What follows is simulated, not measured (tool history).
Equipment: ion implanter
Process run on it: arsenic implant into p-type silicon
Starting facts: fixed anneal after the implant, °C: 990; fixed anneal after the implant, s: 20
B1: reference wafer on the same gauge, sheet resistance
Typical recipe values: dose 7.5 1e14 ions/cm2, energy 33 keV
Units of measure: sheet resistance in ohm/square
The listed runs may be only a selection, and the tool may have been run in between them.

Run 1, hour 0: usual settings; B1 136. Result: sheet resistance 143.27 ohm/square.
Run 2, hour 40.4: usual settings; B1 136.04. Result: sheet resistance 143.28 ohm/square.
Run 3, hour 104.2: usual settings; B1 135.97. Result: sheet resistance 143.62 ohm/square.
Run 4, hour 171.1: usual settings; B1 135.97. Result: sheet resistance 143.79 ohm/square.
Run 5, hour 226.6: usual settings; B1 136. Result: sheet resistance 143.24 ohm/square.
Run 6, hour 291.2: usual settings but dose 6.19 1e14 ions/cm2, energy 25.5 keV; B1 136. Result: sheet resistance 173.15 ohm/square.
Run 7, hour 359.8: usual settings but dose 6.19 1e14 ions/cm2, energy 25.5 keV; B1 135.98. Result: sheet resistance 173.35 ohm/square.
Run 8, hour 414.8: usual settings but dose 6.19 1e14 ions/cm2, energy 25.5 keV; B1 136.01. Result: sheet resistance 172.84 ohm/square.
Run 9, hour 470.9: usual settings; B1 136. Result: sheet resistance 143.32 ohm/square.
Run 10, hour 497.1: usual settings; B1 135.99. Result: sheet resistance 142.87 ohm/square.
Run 11, hour 524: usual settings; B1 135.99. Result: sheet resistance 143.12 ohm/square.
At hour 569.5: extraction supply calibrated.
Run 12, hour 570: usual settings but dose 8.56 1e14 ions/cm2, energy 30 keV; B1 135.97. Result: sheet resistance 133.96 ohm/square.
Run 13, hour 637.8: usual settings; B1 135.97. Result: sheet resistance 143.41 ohm/square.
Run 14, hour 702.5: usual settings but energy 43 keV; B1 136.03. Result: sheet resistance 136.21 ohm/square.
Run 15, hour 743.2: usual settings but dose 9.48 1e14 ions/cm2, energy 42.5 keV; B1 135.99. Result: sheet resistance 115.32 ohm/square.
At hour 760.5: Faraday cup replaced and dose calibrated.
Run 16, hour 777.3: usual settings; B1 135.99. Result: sheet resistance 144.82 ohm/square.
At hour 855.9: gauge calibrated.
Run 17, hour 919.4: usual settings but dose 6.51 1e14 ions/cm2, energy 28 keV; B1 135.98. Result: sheet resistance 165.54 ohm/square.
Run 18, hour 961.1: usual settings but dose 9.03 1e14 ions/cm2, energy 23.5 keV; B1 135.99. Result: sheet resistance 139.24 ohm/square.
Run 19, hour 985.9: usual settings but dose 5.28 1e14 ions/cm2, energy 44 keV; B1 136.01. Result: sheet resistance 179.68 ohm/square.
Run 20, hour 1052: usual settings; B1 136.02. Result: sheet resistance 144.23 ohm/square.
Run 21, hour 1092.4: usual settings but dose 9.29 1e14 ions/cm2, energy 41 keV; B1 136.03. Result: sheet resistance 118.63 ohm/square.
Run 22, hour 1132.4: usual settings but dose 6.48 1e14 ions/cm2; B1 136.02. Result: sheet resistance 161.03 ohm/square.
Run 23, hour 1342.3: usual settings; B1 136. Result: sheet resistance 144.21 ohm/square.
Run 24, hour 1370.2: usual settings but dose 8.34 1e14 ions/cm2, energy 23 keV; B1 136.02. Result: sheet resistance 146.19 ohm/square.
Run 25, hour 1400.2: usual settings but dose 6.41 1e14 ions/cm2, energy 36 keV; B1 136.02. Result: sheet resistance 159.58 ohm/square.

Run-by-run hidden state of the tool:
deviation of the true energy from its setpoint, %: 0 at every run
gauge reads high (%): 0 at every run
H1: deviation of the true dose from the Faraday cup's reading, %
run      H1
  1    1.61
  2    1.63
  3    1.67
  4    1.71
  5    1.74
  6    1.76
  7    1.79
  8    1.81
  9    1.83
 10    1.84
 11    1.84
 12    1.85
 13    1.87
 14    1.88
 15    1.89
 16  -0.142
 17   0.234
 18   0.328
 19   0.381
 20    0.51
 21   0.583
 22    0.65
 23   0.933
 24   0.963
 25   0.994
